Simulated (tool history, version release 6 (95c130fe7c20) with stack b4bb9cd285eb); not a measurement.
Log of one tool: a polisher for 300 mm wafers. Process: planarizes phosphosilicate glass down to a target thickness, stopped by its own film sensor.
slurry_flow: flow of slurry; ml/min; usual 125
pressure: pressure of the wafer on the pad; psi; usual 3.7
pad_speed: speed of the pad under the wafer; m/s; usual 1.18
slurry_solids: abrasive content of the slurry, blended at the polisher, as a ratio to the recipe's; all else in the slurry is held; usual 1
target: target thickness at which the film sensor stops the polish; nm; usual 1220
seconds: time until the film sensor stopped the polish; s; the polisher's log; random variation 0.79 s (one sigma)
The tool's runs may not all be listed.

run,hour,slurry_flow,pressure,pad_speed,slurry_solids,target,wafers since the last listed run,wafers polished on this pad,hours since the slurry nozzle was cleaned,hours since the head pressure was calibrated,hours since the slurry blender was calibrated,hours since the conditioning disc was replaced,"incoming thickness of the incoming film, nm",seconds
1,0,125,3.7,1.18,1,1220,0,2756,151.1,772.2,53.7,76.3,2043.6,76
2,34.2,125,3.7,1.18,1,1220,356,3113,185.3,806.4,87.9,110.5,2060.6,76.6
3,91.9,125,3.7,1.18,1,1220,601,3715,243,864.1,145.6,168.2,2040.6,74.1
# hour 136.9: worn pad replaced by a new one
4,146.8,125,3,1.18,1,1220,530,103,297.9,919,200.5,223.1,2065.8,92.3
5,218.1,125,3,1.18,1,1220,743,847,369.2,990.3,271.8,294.4,2011.9,85.5
6,273.5,125,3.7,1.18,1,1220,577,1425,424.6,1045.7,327.2,349.8,2029.8,74.3
7,307.9,125,2.7,1.18,0.7,1220,358,1784,459,1080.1,361.6,384.2,2059.7,130.1
# hour 315.4: conditioning disc replaced and pad reconditioned
# hour 336.3: head pressure recalibrated
# hour 344.8: slurry nozzle cleaned
8,379.7,160,4.3,1.18,1,1220,696,2480,34.9,43.4,433.4,64.3,2052.7,62.2
# hour 412.9: slurry blender recalibrated
9,421.2,125,3.7,1.18,1,1220,412,2892,76.4,84.9,8.3,105.8,2044.5,76.7
10,458.5,145,3.7,1.18,1,1469,389,3281,113.7,122.2,45.6,143.1,2037.2,50.9
11,495.2,115,3.7,1.46,1,1220,382,3664,150.4,158.9,82.3,179.8,2050.1,66.8
12,564.4,85,3.7,1.52,1,1439,721,4386,219.6,228.1,151.5,249,2022.7,48.9
# hour 595.3: worn pad replaced by a new one
13,602.5,125,3.7,1.18,1,1220,355,75,257.7,266.2,189.6,287.1,2062.8,73.3
14,669.8,125,3.7,1.18,1,1220,701,776,325,333.5,256.9,354.4,2052.8,72.9
# hour 753.9: conditioning disc replaced and pad reconditioned
15,786.4,125,4.9,1.18,1,1220,1195,1972,441.6,450.1,373.5,32.5,2035,56
# hour 816.2: slurry blender recalibrated
# hour 842.3: slurry nozzle cleaned
16,844.4,125,3.7,1.18,1,1220,573,2546,2.1,508.1,28.2,90.5,2028.8,72.7
17,895.9,105,4,1.52,1,1058,537,3083,53.6,559.6,79.7,142,2016.1,69.4
18,926.4,125,3.7,1.18,1,1220,318,3401,84.1,590.1,110.2,172.5,2045.8,76
19,976.7,125,2.8,1.52,1.25,1220,524,3926,134.4,640.4,160.5,222.8,2027.4,72.3

The next listed run, before its measurement:
20,1024.8,145,4.6,1.18,0.8,1220,501,4427,182.5,688.5,208.6,270.9,2068.8,?

Run 20 gave seconds 69.6 s.
Without the tool's hidden state the same run would have given seconds 66.3 s.
